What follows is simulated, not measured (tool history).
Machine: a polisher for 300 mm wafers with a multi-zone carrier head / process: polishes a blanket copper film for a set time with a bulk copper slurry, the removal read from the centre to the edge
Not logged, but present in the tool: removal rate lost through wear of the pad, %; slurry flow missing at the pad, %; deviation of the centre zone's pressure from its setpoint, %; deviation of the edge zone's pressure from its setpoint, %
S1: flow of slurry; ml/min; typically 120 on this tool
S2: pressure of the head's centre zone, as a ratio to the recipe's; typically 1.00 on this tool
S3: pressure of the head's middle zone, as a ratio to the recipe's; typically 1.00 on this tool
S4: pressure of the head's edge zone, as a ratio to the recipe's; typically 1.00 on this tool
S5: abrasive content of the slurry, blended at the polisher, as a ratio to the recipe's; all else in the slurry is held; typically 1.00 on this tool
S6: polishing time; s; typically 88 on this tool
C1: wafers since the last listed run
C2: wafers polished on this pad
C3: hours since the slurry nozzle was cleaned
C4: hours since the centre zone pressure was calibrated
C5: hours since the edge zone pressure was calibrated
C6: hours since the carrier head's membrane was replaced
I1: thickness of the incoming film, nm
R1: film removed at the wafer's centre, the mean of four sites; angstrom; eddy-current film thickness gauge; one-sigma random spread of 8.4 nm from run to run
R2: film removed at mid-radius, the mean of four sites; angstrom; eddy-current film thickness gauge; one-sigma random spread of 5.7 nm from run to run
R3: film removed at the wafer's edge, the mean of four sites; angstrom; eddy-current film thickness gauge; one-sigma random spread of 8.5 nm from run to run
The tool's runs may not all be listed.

run    hour   S1    S2    S3    S4    S5   S6    C1    C2     C3      C4     C5      C6      I1    R1    R2    R3
  1     0.0  120  1.00  1.00  1.00  1.00   88     0  4098   17.2   225.2  440.8  1176.3  4544.1  6004  6090  5891
       36.2  -- edge zone pressure recalibrated
       36.5  -- worn pad replaced by a new one
  2    76.2  120  1.00  1.00  1.09  1.00   88   850   456   93.4   301.4   40.0  1252.5  4561.8  5983  6151  6224
  3   129.2  120  1.00  1.00  1.09  1.00   88   610  1066  146.4   354.4   93.0  1305.5  4520.6  5855  6194  6286
  4   181.1  120  1.00  1.00  1.09  1.00   88   597  1664  198.3   406.3  144.9  1357.4  4629.8  5886  6171  6267
  5   269.6  105  1.00  1.00  1.00  1.00   88  1018  2683  286.8   494.8  233.4  1445.9  4445.9  5720  5826  5988
  6   342.2  105  1.00  1.00  1.00  1.00   88   835  3518  359.4   567.4  306.0  1518.5  4550.6  5462  5791  5856
      389.4  -- worn pad replaced by a new one
      565.3  -- edge zone pressure recalibrated
  7   587.4  120  1.00  1.00  1.00  0.85   88  2753  2256  604.6   812.6   22.1  1763.7  4532.6  5428  5450  5604
  8   666.4  120  1.00  1.00  1.00  1.00   88   909  3166  683.6   891.6  101.1  1842.7  4597.9  5426  5609  5582
      709.1  -- carrier head's membrane replaced by a new one
      763.1  -- worn pad replaced by a new one
  9   773.7  120  1.09  1.06  1.06  1.00   98  1131   121  790.9   998.9  208.4    64.6  4543.4  6057  6276  6291
 10   826.1  120  1.00  1.00  1.07  1.00  105   603   724  843.3  1051.3  260.8   117.0  4506.2  6003  6203  6732
      830.1  -- slurry nozzle cleaned
 11   926.5  120  1.00  1.00  1.00  1.00   99  1144  1869   96.4  1151.7  361.2   217.4  4644.1  6625  6744  6676
 12   969.6  120  1.00  0.90  1.07  1.00   88   496  2365  139.5  1194.8  404.3   260.5  4556.8  6010  5628  6113
      997.1  -- centre zone pressure recalibrated
 13  1052.1  120  1.00  1.00  1.00  1.00   88   926  3292  222.0    55.0  486.8   343.0  4525.9  5939  6043  6033
     1062.1  -- edge zone pressure recalibrated
     1092.8  -- worn pad replaced by a new one
 14  1108.5  120  1.00  1.00  0.88  1.00  115   580   181  278.4   111.4   46.4   399.4  4501.9  7743  7955  7535
 15  1155.0  120  1.00  0.96  1.00  0.80   88   535   716  324.9   157.9   92.9   445.9  4528.4  5521  5492  5737
 16  1239.9  120  1.00  0.95  1.00  0.85   97   977  1693  409.8   242.8  177.8   530.8  4598.7  6288  6116  6239
 17  1303.8  120  0.94  0.90  1.00  1.00   88   735  2429  473.7   306.7  241.7   594.7  4489.4  5346  5401  5880
 18  1362.2  120  1.05  1.06  0.89  1.00  105   672  3101  532.1   365.1  300.1   653.1  4629.6  7254  7376  6465
 19  1408.8  120  1.00  1.00  1.00  1.00   88   536  3638  578.7   411.7  346.7   699.7  4566.8  5611  5843  5810
     1492.1  -- worn pad replaced by a new one
 20  1499.8  150  1.00  0.96  1.00  1.00   60  1001    88  669.7   502.7  437.7   790.7  4578.6  3957  3980  4117
 21  1546.2  160  1.00  1.00  1.00  0.70  106   534   622  716.1   549.1  484.1   837.1  4640.1  6791  6770  6551

Consider 4 possible next runs. They are alternatives, not a sequence: every one starts from the tool as it was left by run 21. What does each give?
  A  1546.6  120  1.00  1.05  1.00  1.00  88   4  627  716.5  549.5  484.5  837.5  4509.3   ?   ?   ?
  B  1546.6  120  0.92  1.00  1.11  0.70  73   4  627  716.5  549.5  484.5  837.5  4509.3   ?   ?   ?
  C  1546.6  145  1.00  1.00  1.00  1.00  88   4  627  716.5  549.5  484.5  837.5  4509.3   ?   ?   ?
  D  1546.6  120  1.00  1.00  0.94  1.25  88   4  627  716.5  549.5  484.5  837.5  4509.3   ?   ?   ?

run    R1    R2    R3
  A  5516  5938  5802
  B  3869  4349  4666
  C  5904  6046  6044
  D  5812  6006  5943
What these runs would have given with no unlogged condition in the tool:
run    R1    R2    R3
  A  6080  6463  6147
  B  4264  4734  4943
  C  6390  6483  6347
  D  6406  6537  6295
